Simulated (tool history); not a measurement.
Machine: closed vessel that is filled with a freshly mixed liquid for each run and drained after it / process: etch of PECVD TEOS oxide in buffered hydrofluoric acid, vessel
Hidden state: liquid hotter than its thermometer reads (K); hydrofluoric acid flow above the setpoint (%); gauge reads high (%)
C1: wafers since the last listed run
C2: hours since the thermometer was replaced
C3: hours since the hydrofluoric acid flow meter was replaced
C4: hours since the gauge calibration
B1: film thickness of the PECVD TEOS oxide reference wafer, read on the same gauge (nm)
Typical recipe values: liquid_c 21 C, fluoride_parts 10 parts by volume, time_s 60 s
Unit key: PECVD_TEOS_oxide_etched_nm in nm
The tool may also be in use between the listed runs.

run 1 day=0 | liquid_c=21 fluoride_parts=10 time_s=40 | C1=0 C2=706.4 C3=1961.3 C4=766.6 | B1=30.03 | PECVD_TEOS_oxide_etched_nm=67.36
run 2 day=2.529 | liquid_c=21 fluoride_parts=10 time_s=40 | C1=4495 C2=767.1 C3=2022 C4=827.3 | B1=30.02 | PECVD_TEOS_oxide_etched_nm=67.83
run 3 day=4.796 | liquid_c=21 fluoride_parts=10 time_s=60 | C1=4028 C2=821.5 C3=2076.4 C4=881.7 | B1=30.01 | PECVD_TEOS_oxide_etched_nm=101.61
-- day=6.779 hydrofluoric acid flow meter replaced
run 4 day=8.55 | liquid_c=21 fluoride_parts=10 time_s=60 | C1=6598 C2=911.6 C3=42.5 C4=971.8 | B1=29.99 | PECVD_TEOS_oxide_etched_nm=101.59
run 5 day=11.829 | liquid_c=21 fluoride_parts=10 time_s=60 | C1=5828 C2=990.3 C3=121.2 C4=1050.5 | B1=29.99 | PECVD_TEOS_oxide_etched_nm=102.22
run 6 day=15.462 | liquid_c=21 fluoride_parts=10 time_s=60 | C1=6457 C2=1077.5 C3=208.4 C4=1137.7 | B1=29.98 | PECVD_TEOS_oxide_etched_nm=103.43
-- day=16.329 thermometer replaced
run 7 day=17.254 | liquid_c=21 fluoride_parts=11.5 time_s=60 | C1=3110 C2=22.2 C3=251.4 C4=1180.7 | B1=30 | PECVD_TEOS_oxide_etched_nm=85.21
run 8 day=20.233 | liquid_c=21 fluoride_parts=10 time_s=60 | C1=5295 C2=93.7 C3=322.9 C4=1252.2 | B1=30.01 | PECVD_TEOS_oxide_etched_nm=98.38
run 9 day=22.808 | liquid_c=21 fluoride_parts=10 time_s=60 | C1=4576 C2=155.5 C3=384.7 C4=1314 | B1=30.04 | PECVD_TEOS_oxide_etched_nm=98.84
run 10 day=26.012 | liquid_c=21 fluoride_parts=10 time_s=50 | C1=5695 C2=232.4 C3=461.6 C4=1390.9 | B1=29.97 | PECVD_TEOS_oxide_etched_nm=82.07
run 11 day=27.812 | liquid_c=18.5 fluoride_parts=10 time_s=60 | C1=3199 C2=275.6 C3=504.8 C4=1434.1 | B1=29.98 | PECVD_TEOS_oxide_etched_nm=85.69
run 12 day=32.012 | liquid_c=21 fluoride_parts=10 time_s=60 | C1=7464 C2=376.4 C3=605.6 C4=1534.9 | B1=29.98 | PECVD_TEOS_oxide_etched_nm=98.77
run 13 day=33.754 | liquid_c=21 fluoride_parts=10 time_s=60 | C1=3095 C2=418.2 C3=647.4 C4=1576.7 | B1=30.03 | PECVD_TEOS_oxide_etched_nm=99.34
run 14 day=37.746 | liquid_c=24 fluoride_parts=13 time_s=75 | C1=7094 C2=514 C3=743.2 C4=1672.5 | B1=29.98 | PECVD_TEOS_oxide_etched_nm=113.14
run 15 day=40.762 | liquid_c=22.5 fluoride_parts=11.5 time_s=95 | C1=5361 C2=586.4 C3=815.6 C4=1744.9 | B1=30 | PECVD_TEOS_oxide_etched_nm=150.14
run 16 day=44.433 | liquid_c=23.5 fluoride_parts=10 time_s=60 | C1=6524 C2=674.5 C3=903.7 C4=1833 | B1=30 | PECVD_TEOS_oxide_etched_nm=115.75
-- day=45.238 gauge calibrated
run 17 day=48.242 | liquid_c=21 fluoride_parts=10 time_s=60 | C1=6768 C2=765.9 C3=995.1 C4=72.1 | B1=29.99 | PECVD_TEOS_oxide_etched_nm=100.21
run 18 day=51.25 | liquid_c=21 fluoride_parts=12.5 time_s=60 | C1=5346 C2=838.1 C3=1067.3 C4=144.3 | B1=30.03 | PECVD_TEOS_oxide_etched_nm=81.23
run 19 day=55.117 | liquid_c=18.5 fluoride_parts=8.5 time_s=40 | C1=6872 C2=930.9 C3=1160.1 C4=237.1 | B1=30.01 | PECVD_TEOS_oxide_etched_nm=66.67
run 20 day=56.925 | liquid_c=24 fluoride_parts=8 time_s=60 | C1=3214 C2=974.3 C3=1203.5 C4=280.5 | B1=30.01 | PECVD_TEOS_oxide_etched_nm=144.88
run 21 day=59.079 | liquid_c=21 fluoride_parts=10 time_s=60 | C1=3828 C2=1026 C3=1255.2 C4=332.2 | B1=29.99 | PECVD_TEOS_oxide_etched_nm=102.57
-- day=60.542 thermometer replaced
run 22 day=61.175 | liquid_c=21 fluoride_parts=10 time_s=60 | C1=3651 C2=15.2 C3=1305.5 C4=382.5 | B1=30.04 | PECVD_TEOS_oxide_etched_nm=98.1
run 23 day=65.425 | liquid_c=21 fluoride_parts=10 time_s=60 | C1=7553 C2=117.2 C3=1407.5 C4=484.5 | B1=29.99 | PECVD_TEOS_oxide_etched_nm=98.39
run 24 day=68.696 | liquid_c=24 fluoride_parts=14 time_s=90 | C1=5813 C2=195.7 C3=1486 C4=563 | B1=29.99 | PECVD_TEOS_oxide_etched_nm=126.73
run 25 day=70.858 | liquid_c=25 fluoride_parts=10 time_s=90 | C1=3843 C2=247.6 C3=1537.9 C4=614.9 | B1=30.01 | PECVD_TEOS_oxide_etched_nm=184.18
run 26 day=74.446 | liquid_c=17.5 fluoride_parts=10 time_s=30 | C1=6376 C2=333.7 C3=1624 C4=701 | B1=29.98 | PECVD_TEOS_oxide_etched_nm=40.64
run 27 day=78.712 | liquid_c=21 fluoride_parts=10 time_s=60 | C1=7583 C2=436.1 C3=1726.4 C4=803.4 | B1=29.99 | PECVD_TEOS_oxide_etched_nm=99
run 28 day=82.846 | liquid_c=21 fluoride_parts=10 time_s=60 | C1=7346 C2=535.3 C3=1825.6 C4=902.6 | B1=30.02 | PECVD_TEOS_oxide_etched_nm=99.44
run 29 day=86.738 | liquid_c=21 fluoride_parts=10 time_s=60 | C1=6916 C2=628.7 C3=1919 C4=996 | B1=29.98 | PECVD_TEOS_oxide_etched_nm=100.15
-- day=89.538 hydrofluoric acid flow meter replaced
run 30 day=89.7 | liquid_c=21 fluoride_parts=13.5 time_s=60 | C1=5191 C2=699.8 C3=3.9 C4=1067.1 | B1=29.97 | PECVD_TEOS_oxide_etched_nm=74.9
run 31 day=93.35 | liquid_c=26 fluoride_parts=10 time_s=40 | C1=6487 C2=787.4 C3=91.5 C4=1154.7 | B1=30.02 | PECVD_TEOS_oxide_etched_nm=88.57
-- day=95.788 thermometer replaced
run 32 day=97.617 | liquid_c=21 fluoride_parts=13.5 time_s=60 | C1=7509 C2=43.9 C3=193.9 C4=1257.1 | B1=29.98 | PECVD_TEOS_oxide_etched_nm=72.6
run 33 day=100.525 | liquid_c=22.5 fluoride_parts=6.5 time_s=90 | C1=5169 C2=113.7 C3=263.7 C4=1326.9 | B1=29.96 | PECVD_TEOS_oxide_etched_nm=240.54

Run-by-run hidden state of the tool:
hydrofluoric acid flow above the setpoint (%): 0 in every run
gauge reads high (%): 0 in every run
H1: liquid hotter than its thermometer reads (K)
run=1 H1=0.673
run=2 H1=0.717
run=3 H1=0.755
run=4 H1=0.82
run=5 H1=0.876
run=6 H1=0.938
run=7 H1=0.063
run=8 H1=0.114
run=9 H1=0.158
run=10 H1=0.213
run=11 H1=0.244
run=12 H1=0.316
run=13 H1=0.346
run=14 H1=0.414
run=15 H1=0.466
run=16 H1=0.529
run=17 H1=0.594
run=18 H1=0.646
run=19 H1=0.712
run=20 H1=0.743
run=21 H1=0.78
run=22 H1=0.0669
run=23 H1=0.14
run=24 H1=0.196
run=25 H1=0.233
run=26 H1=0.294
run=27 H1=0.368
run=28 H1=0.438
run=29 H1=0.505
run=30 H1=0.556
run=31 H1=0.619
run=32 H1=0.0728
run=33 H1=0.123
